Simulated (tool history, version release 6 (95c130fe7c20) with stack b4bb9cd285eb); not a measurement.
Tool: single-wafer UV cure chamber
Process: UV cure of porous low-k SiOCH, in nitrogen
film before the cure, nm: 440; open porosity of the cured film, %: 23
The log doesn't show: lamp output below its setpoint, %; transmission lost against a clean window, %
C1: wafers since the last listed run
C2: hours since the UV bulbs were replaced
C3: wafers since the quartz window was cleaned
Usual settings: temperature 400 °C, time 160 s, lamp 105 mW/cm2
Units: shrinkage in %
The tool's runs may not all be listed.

{"run": 1, "hour": 0.0, "temperature": 400, "time": 160, "lamp": 105, "C1": 0, "C2": 1283.9, "C3": 3141, "shrinkage": 10.38}
{"run": 2, "hour": 25.6, "temperature": 400, "time": 160, "lamp": 105, "C1": 177, "C2": 1309.5, "C3": 3319, "shrinkage": 10.306}
{"run": 3, "hour": 32.8, "temperature": 400, "time": 160, "lamp": 126, "C1": 49, "C2": 1316.7, "C3": 3369, "shrinkage": 11.353}
{"run": 4, "hour": 41.6, "temperature": 400, "time": 120, "lamp": 105, "C1": 61, "C2": 1325.5, "C3": 3430, "shrinkage": 8.986}
{"run": 5, "hour": 57.8, "temperature": 400, "time": 160, "lamp": 105, "C1": 112, "C2": 1341.7, "C3": 3542, "shrinkage": 10.238}
{"run": 6, "hour": 70.8, "temperature": 400, "time": 160, "lamp": 105, "C1": 90, "C2": 1354.7, "C3": 3633, "shrinkage": 10.312}
{"run": 7, "hour": 88.0, "temperature": 400, "time": 160, "lamp": 105, "C1": 119, "C2": 1371.9, "C3": 3752, "shrinkage": 10.491}
{"run": 8, "hour": 105.7, "temperature": 400, "time": 85, "lamp": 105, "C1": 122, "C2": 1389.6, "C3": 3875, "shrinkage": 7.253}
{"run": 9, "hour": 116.2, "temperature": 400, "time": 85, "lamp": 105, "C1": 72, "C2": 1400.1, "C3": 3948, "shrinkage": 7.235}
{"run": 10, "hour": 164.4, "temperature": 400, "time": 120, "lamp": 116, "C1": 334, "C2": 1448.3, "C3": 4282, "shrinkage": 9.302}
{"hour": 178.1, "done": "quartz window cleaned"}
{"run": 11, "hour": 180.1, "temperature": 381, "time": 195, "lamp": 122, "C1": 53, "C2": 1464.0, "C3": 13, "shrinkage": 11.906}
{"run": 12, "hour": 195.0, "temperature": 400, "time": 160, "lamp": 78, "C1": 103, "C2": 1478.9, "C3": 117, "shrinkage": 8.72}
{"run": 13, "hour": 220.7, "temperature": 400, "time": 160, "lamp": 105, "C1": 178, "C2": 1504.6, "C3": 295, "shrinkage": 10.287}
{"run": 14, "hour": 252.2, "temperature": 400, "time": 160, "lamp": 77, "C1": 218, "C2": 1536.1, "C3": 514, "shrinkage": 8.578}
{"hour": 260.4, "done": "UV bulbs replaced"}
{"run": 15, "hour": 261.7, "temperature": 414, "time": 75, "lamp": 105, "C1": 10, "C2": 1.3, "C3": 524, "shrinkage": 8.674}
{"run": 16, "hour": 278.1, "temperature": 400, "time": 160, "lamp": 105, "C1": 113, "C2": 17.7, "C3": 638, "shrinkage": 12.234}
{"run": 17, "hour": 292.4, "temperature": 400, "time": 95, "lamp": 105, "C1": 99, "C2": 32.0, "C3": 737, "shrinkage": 9.407}
{"run": 18, "hour": 331.1, "temperature": 400, "time": 160, "lamp": 105, "C1": 268, "C2": 70.7, "C3": 1006, "shrinkage": 12.101}
{"run": 19, "hour": 340.1, "temperature": 380, "time": 160, "lamp": 136, "C1": 62, "C2": 79.7, "C3": 1068, "shrinkage": 12.781}

Some steps in shrinkage between neighbouring runs. How much of each would the tool show without its hidden state too (settings, what came in, random variation), and how much is left for the hidden state, with any gauge scatter that isn't in both results?
Run 14 -> 15: temperature 400 -> 414, time 160 -> 75, lamp 77 -> 105, UV bulbs replaced. shrinkage +0.096 %: hidden state +1.893, all else -1.797.
Run 15 -> 16: temperature 414 -> 400, time 75 -> 160. shrinkage +3.560 %: hidden state -0.080, all else +3.640.
